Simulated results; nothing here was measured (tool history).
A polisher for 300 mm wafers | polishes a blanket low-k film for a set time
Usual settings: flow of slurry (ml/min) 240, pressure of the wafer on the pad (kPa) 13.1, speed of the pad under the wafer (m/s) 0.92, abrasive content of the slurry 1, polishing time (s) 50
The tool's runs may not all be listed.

run	hour	flow of slurry (ml/min)	pressure of the wafer on the pad (kPa)	speed of the pad under the wafer (m/s)	abrasive content of the slurry	polishing time (s)	wafers since the last listed run	wafers polished on this pad	hours since the slurry nozzle was cleaned	hours since the head pressure was calibrated	hours since the slurry blender was calibrated	hours since the conditioning disc was replaced	incoming thickness of the incoming film, nm	film removed (Å)
1	0	240	13.1	0.92	1	50	0	852	494.6	230.7	126.4	64.1	614.3	166
# hour 5.6: worn pad replaced by a new one
2	24.4	240	13.1	0.92	1	50	255	235	519	255.1	150.8	88.5	609.7	166
3	40.7	240	13.1	0.92	1	50	204	440	535.3	271.4	167.1	104.8	605.2	166
# hour 49.7: conditioning disc replaced and pad reconditioned
4	71.9	240	13.1	0.92	1	50	366	806	566.5	302.6	198.3	22.2	608	165
# hour 77: worn pad replaced by a new one
5	101.4	240	13.1	0.92	1	50	319	306	596	332.1	227.8	51.7	611.3	165
# hour 134.2: head pressure recalibrated
6	134.6	240	13.1	0.92	1	50	391	697	629.2	0.4	261	84.9	603	168
# hour 149.2: slurry nozzle cleaned
# hour 149.7: worn pad replaced by a new one
7	150.2	240	13.1	0.92	1	50	176	6	1	16	276.6	100.5	609	181
# hour 167: conditioning disc replaced and pad reconditioned
8	173	240	13.1	0.92	1	50	260	267	23.8	38.8	299.4	6	609.3	178
9	192.2	205	14.5	0.92	1	56	240	508	43	58	318.6	25.2	605.5	211
# hour 213.8: worn pad replaced by a new one
10	220.8	240	9.7	0.74	1	50	308	87	71.6	86.6	347.2	53.8	613.8	116
11	246.7	240	13.1	0.92	1	57	324	412	97.5	112.5	373.1	79.7	607.7	202
# hour 257.2: slurry blender recalibrated
12	259.1	240	13.1	0.76	0.8	50	130	542	109.9	124.9	1.9	92.1	602.8	132
# hour 268.4: conditioning disc replaced and pad reconditioned
# hour 284.8: worn pad replaced by a new one
13	286.6	240	13.1	0.92	1	50	269	22	137.4	152.4	29.4	18.2	617.2	173
14	304.3	275	17.2	0.92	1	58	222	244	155.1	170.1	47.1	35.9	606.3	263
15	333.1	170	13.1	0.92	1	38	361	606	183.9	198.9	75.9	64.7	611.8	121
16	345.1	240	13.1	0.92	1	50	150	756	195.9	210.9	87.9	76.7	613.3	171

What the log doesn't show, run by run:
removal rate lost through wear of the pad, %: 0 in every run
deviation of the head's pressure from its setpoint, %: 0 in every run
abrasive missing from the slurry, %: 0 in every run
time polished since the conditioner stopped cutting, s: 0 in every run
H1: slurry flow missing at the pad, %
run	H1
1	38.2
2	38.7
3	38.9
4	39.4
5	39.8
6	40.1
7	2.37
8	6.71
9	10
10	14.4
11	17.9
12	19.4
13	22.5
14	24.3
15	26.8
16	27.8

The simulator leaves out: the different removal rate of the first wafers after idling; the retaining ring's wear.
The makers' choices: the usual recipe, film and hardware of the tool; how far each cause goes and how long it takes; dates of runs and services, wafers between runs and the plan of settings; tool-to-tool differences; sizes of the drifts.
